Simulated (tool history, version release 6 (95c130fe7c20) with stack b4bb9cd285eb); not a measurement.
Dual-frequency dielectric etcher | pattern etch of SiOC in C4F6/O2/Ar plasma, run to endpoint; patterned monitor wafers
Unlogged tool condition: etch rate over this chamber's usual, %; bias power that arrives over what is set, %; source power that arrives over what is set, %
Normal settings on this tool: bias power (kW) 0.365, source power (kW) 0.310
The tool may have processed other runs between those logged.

run	hour	bias power (kW)	source power (kW)	wafers since the last listed run	hours since the last wet clean	hours since the last bias power generator calibration	hours since the last source power generator calibration	hours since the last upper electrode change	incoming incoming film thickness, nm	endpoint time (s)
1	0.0	0.365	0.310	0	410.0	2927.8	2141.1	2710.6	27.80	10.0
2	8.6	0.365	0.310	135	418.6	2936.4	2149.7	2719.2	27.63	9.8
3	23.3	0.365	0.310	231	433.3	2951.1	2164.4	2733.9	27.66	9.8
4	30.5	0.365	0.310	113	440.5	2958.3	2171.6	2741.1	27.67	9.9
5	39.8	0.365	0.310	146	449.8	2967.6	2180.9	2750.4	27.47	9.7
6	51.2	0.365	0.280	179	461.2	2979.0	2192.3	2761.8	27.54	10.5
7	58.9	0.365	0.280	121	468.9	2986.7	2200.0	2769.5	27.81	10.6
# hour 90.9: upper electrode replaced
8	91.4	0.365	0.280	133	501.4	3019.2	2232.5	0.5	27.68	10.5
9	91.7	0.365	0.260	4	501.7	3019.5	2232.8	0.8	27.71	11.0
10	97.8	0.427	0.310	95	507.8	3025.6	2238.9	6.9	27.87	9.5
# hour 106.7: source power generator calibrated
11	114.5	0.427	0.310	199	524.5	3042.3	7.8	23.6	27.18	9.2
12	122.1	0.427	0.310	119	532.1	3049.9	15.4	31.2	27.67	9.4
13	129.2	0.365	0.310	111	539.2	3057.0	22.5	38.3	27.57	9.8
14	142.1	0.365	0.310	202	552.1	3069.9	35.4	51.2	27.59	9.8
15	153.6	0.404	0.270	180	563.6	3081.4	46.9	62.7	27.48	10.3
16	169.7	0.365	0.310	253	579.7	3097.5	63.0	78.8	27.46	9.7
17	182.2	0.301	0.270	196	592.2	3110.0	75.5	91.3	27.43	11.0
18	193.3	0.423	0.270	174	603.3	3121.1	86.6	102.4	27.74	10.3
# hour 220.7: wet clean of the chamber
19	221.2	0.365	0.310	61	0.5	3149.0	114.5	130.3	27.58	10.2
20	221.5	0.365	0.310	4	0.8	3149.3	114.8	130.6	27.87	10.3
21	221.8	0.280	0.330	4	1.1	3149.6	115.1	130.9	27.30	10.5
22	231.0	0.443	0.310	144	10.3	3158.8	124.3	140.1	27.70	9.7
23	247.4	0.306	0.310	257	26.7	3175.2	140.7	156.5	27.67	10.7
24	264.6	0.294	0.380	270	43.9	3192.4	157.9	173.7	27.36	9.5
25	277.0	0.394	0.270	195	56.3	3204.8	170.3	186.1	27.88	10.9
26	293.5	0.365	0.310	259	72.8	3221.3	186.8	202.6	27.59	10.2
# hour 297.6: bias power generator calibrated
27	301.3	0.389	0.370	59	80.6	3.7	194.6	210.4	27.49	9.0
28	309.8	0.365	0.360	133	89.1	12.2	203.1	218.9	27.25	9.2
29	323.9	0.453	0.310	221	103.2	26.3	217.2	233.0	27.80	9.6
30	332.6	0.432	0.360	136	111.9	35.0	225.9	241.7	27.58	8.9
31	343.9	0.365	0.310	177	123.2	46.3	237.2	253.0	27.44	10.1
32	353.7	0.282	0.250	154	133.0	56.1	247.0	262.8	27.49	12.3
33	367.6	0.365	0.310	218	146.9	70.0	260.9	276.7	27.51	10.0
34	382.1	0.365	0.310	228	161.4	84.5	275.4	291.2	27.68	10.1
35	393.4	0.446	0.260	177	172.7	95.8	286.7	302.5	27.57	10.6

For each entry between runs, how does the tool's hidden state at the last listed run before it compare with that at the first listed run after it?
Runs 7 to 8: upper electrode replaced (hour 90.9)
  etch rate over this chamber's usual, %: 4.23 -> 4.5
  measured less the result without the state, endpoint time (s): -0.4 -> -0.4
Runs 10 to 11: source power generator calibrated (hour 106.7)
  etch rate over this chamber's usual, %: 4.55 -> 4.69
  measured less the result without the state, endpoint time (s): -0.4 -> -0.5
Runs 18 to 19: wet clean of the chamber (hour 220.7)
  etch rate over this chamber's usual, %: 5.33 -> 0.438
  measured less the result without the state, endpoint time (s): -0.5 -> +0.0
Runs 26 to 27: bias power generator calibrated (hour 297.6)
  etch rate over this chamber's usual, %: 1.03 -> 1.09
  measured less the result without the state, endpoint time (s): -0.1 -> -0.1
